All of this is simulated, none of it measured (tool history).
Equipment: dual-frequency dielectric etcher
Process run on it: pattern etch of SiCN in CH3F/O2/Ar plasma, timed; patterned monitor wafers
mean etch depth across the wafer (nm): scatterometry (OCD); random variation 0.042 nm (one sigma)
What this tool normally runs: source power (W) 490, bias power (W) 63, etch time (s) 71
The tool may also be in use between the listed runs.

run,hour,source power (W),bias power (W),etch time (s),"read-back reference wafer on the same gauge, depth_nm",mean etch depth across the wafer (nm)
1,0,490,57,71,27.6,26.74
2,24,540,63,71,27.59,28.85
3,46.3,540,63,71,27.59,28.84
4,102.1,490,63,71,27.59,27.7
5,220.2,490,63,71,27.61,27.51
6,301.7,420,63,77,27.61,27.94
7,328.4,420,63,77,27.6,28
8,342.4,490,54,71,27.6,26.07
9,364.7,490,54,71,27.6,26.1
10,393.1,490,63,60.5,27.59,23.41
11,417.7,490,63,60.5,27.6,23.5
12,433.3,490,47,87,27.59,30.57
13,466.1,490,63,71,27.59,27.54
14,483.2,490,63,71,27.61,28.07
15,567.7,490,63,71,27.6,28.12
16,594.4,530,73,62.5,27.6,26.93
17,626,610,73,62.5,27.61,28.59
18,652,550,56,85,27.6,33.98
19,697,550,72,90,27.61,39.05
20,706.6,420,50,71,27.6,24.19
21,729.4,490,63,71,27.59,27.93
22,741.6,490,70,54,27.59,22.11
23,760.2,450,63,91,27.6,34.63
24,775.1,380,54,52.5,27.6,17.59
25,795.3,490,47,87,27.6,31.11
26,854.7,490,63,71,27.6,28
27,880.9,450,63,79,27.6,30.11
28,901.5,490,79,71,27.6,30.41
29,933,490,63,71,27.59,28.06
30,957.7,410,72,89.5,27.6,34.49

Taken out of this log: 6 entries between the listed runs. Where each belongs, and how the hidden state differs across it:
Between runs 4 and 5: wet clean of the chamber (hour 196.7); upper electrode replaced (hour 219.7)
  etch rate over this chamber's usual, %: 0.684 -> 0.0467; source power that arrives over what is set, %: -3.74 -> -4.02
  measured value less the no-hidden-state value, mean etch depth across the wafer (nm): -0.26 -> -0.47
Between runs 13 and 14: source power generator calibrated (hour 482.7)
  etch rate over this chamber's usual, %: 0.392 -> 0.416; source power that arrives over what is set, %: -4.63 -> -0.164
  measured value less the no-hidden-state value, mean etch depth across the wafer (nm): -0.44 -> +0.1
Between runs 14 and 15: bias power generator calibrated (hour 547.7)
  etch rate over this chamber's usual, %: 0.416 -> 0.535; source power that arrives over what is set, %: -0.164 -> -0.166
  measured value less the no-hidden-state value, mean etch depth across the wafer (nm): +0.1 -> +0.13
Between runs 15 and 16: gauge calibrated (hour 582.1)
  etch rate over this chamber's usual, %: 0.535 -> 0.573; source power that arrives over what is set, %: -0.166 -> -0.168
  measured value less the no-hidden-state value, mean etch depth across the wafer (nm): +0.13 -> +0.14
Between runs 18 and 19: wet clean of the chamber (hour 696.5)
  etch rate over this chamber's usual, %: 0.654 -> 0.0398; source power that arrives over what is set, %: -0.173 -> -0.179
  measured value less the no-hidden-state value, mean etch depth across the wafer (nm): +0.19 -> -0.02
